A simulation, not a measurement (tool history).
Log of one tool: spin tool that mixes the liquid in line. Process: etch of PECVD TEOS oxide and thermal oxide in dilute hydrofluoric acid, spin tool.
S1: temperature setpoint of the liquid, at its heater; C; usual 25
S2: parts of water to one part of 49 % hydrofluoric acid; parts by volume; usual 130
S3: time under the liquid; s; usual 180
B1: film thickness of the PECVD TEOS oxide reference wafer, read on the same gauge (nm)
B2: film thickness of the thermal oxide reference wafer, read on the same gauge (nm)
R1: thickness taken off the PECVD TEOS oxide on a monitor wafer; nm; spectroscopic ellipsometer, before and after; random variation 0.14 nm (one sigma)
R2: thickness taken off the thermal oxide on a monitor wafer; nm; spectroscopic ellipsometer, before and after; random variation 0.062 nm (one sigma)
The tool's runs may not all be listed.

{"run": 1, "hour": 0.0, "S1": 25, "S2": 130, "S3": 180, "B1": 70, "B2": 30, "R1": 19.16, "R2": 7.6}
{"run": 2, "hour": 62.5, "S1": 25, "S2": 130, "S3": 180, "B1": 69.99, "B2": 29.99, "R1": 19.29, "R2": 7.7}
{"run": 3, "hour": 153.8, "S1": 27, "S2": 130, "S3": 110, "B1": 70.01, "B2": 29.99, "R1": 12.84, "R2": 5.09}
{"run": 4, "hour": 201.3, "S1": 27, "S2": 130, "S3": 110, "B1": 70, "B2": 29.99, "R1": 12.74, "R2": 5.04}
{"run": 5, "hour": 261.3, "S1": 25, "S2": 130, "S3": 180, "B1": 70, "B2": 30.01, "R1": 19.63, "R2": 7.59}
{"run": 6, "hour": 364.4, "S1": 25, "S2": 130, "S3": 180, "B1": 70, "B2": 29.97, "R1": 19.68, "R2": 8.01}
{"run": 7, "hour": 419.1, "S1": 28, "S2": 130, "S3": 220, "B1": 69.99, "B2": 29.97, "R1": 27.09, "R2": 10.9}
{"hour": 426.1, "done": "hydrofluoric acid flow meter replaced"}
{"run": 8, "hour": 511.9, "S1": 25, "S2": 130, "S3": 100, "B1": 69.99, "B2": 29.98, "R1": 10.13, "R2": 4.01}
{"run": 9, "hour": 605.0, "S1": 29, "S2": 170, "S3": 180, "B1": 70.01, "B2": 30.03, "R1": 15.41, "R2": 6.17}
{"run": 10, "hour": 685.5, "S1": 23, "S2": 130, "S3": 250, "B1": 70, "B2": 29.96, "R1": 23.7, "R2": 9.51}
{"run": 11, "hour": 731.4, "S1": 25, "S2": 95, "S3": 180, "B1": 70, "B2": 30.02, "R1": 27.03, "R2": 10.77}
{"run": 12, "hour": 804.4, "S1": 25, "S2": 130, "S3": 270, "B1": 70, "B2": 30, "R1": 28.41, "R2": 11.26}
{"hour": 872.5, "done": "thermometer replaced"}
{"run": 13, "hour": 873.0, "S1": 25, "S2": 130, "S3": 180, "B1": 70.03, "B2": 30.01, "R1": 17.21, "R2": 6.76}
{"run": 14, "hour": 932.7, "S1": 29.5, "S2": 105, "S3": 280, "B1": 69.99, "B2": 29.98, "R1": 40.92, "R2": 16.08}
{"run": 15, "hour": 999.1, "S1": 25, "S2": 175, "S3": 180, "B1": 70, "B2": 29.99, "R1": 12.16, "R2": 4.78}
{"run": 16, "hour": 1039.6, "S1": 21, "S2": 170, "S3": 250, "B1": 70.01, "B2": 30, "R1": 15.02, "R2": 5.97}
{"hour": 1082.1, "done": "gauge calibrated"}
{"run": 17, "hour": 1150.1, "S1": 23.5, "S2": 175, "S3": 120, "B1": 70, "B2": 29.99, "R1": 7.7, "R2": 3.1}
{"run": 18, "hour": 1191.9, "S1": 28, "S2": 65, "S3": 225, "B1": 70.01, "B2": 29.99, "R1": 53.67, "R2": 21.11}
{"run": 19, "hour": 1298.3, "S1": 25, "S2": 130, "S3": 180, "B1": 70.01, "B2": 29.99, "R1": 17.73, "R2": 6.97}
{"run": 20, "hour": 1339.2, "S1": 25, "S2": 185, "S3": 180, "B1": 69.99, "B2": 30.01, "R1": 11.74, "R2": 4.61}
{"run": 21, "hour": 1415.6, "S1": 27, "S2": 190, "S3": 180, "B1": 70, "B2": 30.01, "R1": 12.35, "R2": 4.83}
{"run": 22, "hour": 1474.3, "S1": 25, "S2": 130, "S3": 85, "B1": 69.99, "B2": 30.05, "R1": 8.49, "R2": 3.37}
{"run": 23, "hour": 1578.1, "S1": 25, "S2": 85, "S3": 95, "B1": 69.99, "B2": 30, "R1": 15.35, "R2": 6.16}
{"run": 24, "hour": 1680.0, "S1": 21, "S2": 175, "S3": 180, "B1": 70, "B2": 30.01, "R1": 11.1, "R2": 4.41}
{"run": 25, "hour": 1755.6, "S1": 22.5, "S2": 85, "S3": 135, "B1": 69.99, "B2": 29.99, "R1": 20.06, "R2": 8.04}
{"run": 26, "hour": 1823.2, "S1": 29, "S2": 80, "S3": 180, "B1": 70, "B2": 30.02, "R1": 37.26, "R2": 14.81}

Forecast each of these 4 alternatives for the next run:
{"run": "A", "hour": 1823.7, "S1": 25, "S2": 80, "S3": 180, "B1": "?", "B2": "?", "R1": "?", "R2": "?"}
{"run": "B", "hour": 1823.7, "S1": 25, "S2": 170, "S3": 180, "B1": "?", "B2": "?", "R1": "?", "R2": "?"}
{"run": "C", "hour": 1823.7, "S1": 21.5, "S2": 95, "S3": 125, "B1": "?", "B2": "?", "R1": "?", "R2": "?"}
{"run": "D", "hour": 1823.7, "S1": 29.5, "S2": 75, "S3": 180, "B1": "?", "B2": "?", "R1": "?", "R2": "?"}

run=A B1=70 B2=30.01 R1=32.32 R2=12.55
run=B B1=70 B2=30.01 R1=13.64 R2=5.3
run=C B1=70 B2=30.01 R1=16.14 R2=6.27
run=D B1=70 B2=30.01 R1=41.34 R2=16.05
Without the tool's hidden state the same runs would have given:
run=A R1=29.06 R2=11.28
run=B R1=12.26 R2=4.76
run=C R1=14.49 R2=5.63
run=D R1=37.23 R2=14.45

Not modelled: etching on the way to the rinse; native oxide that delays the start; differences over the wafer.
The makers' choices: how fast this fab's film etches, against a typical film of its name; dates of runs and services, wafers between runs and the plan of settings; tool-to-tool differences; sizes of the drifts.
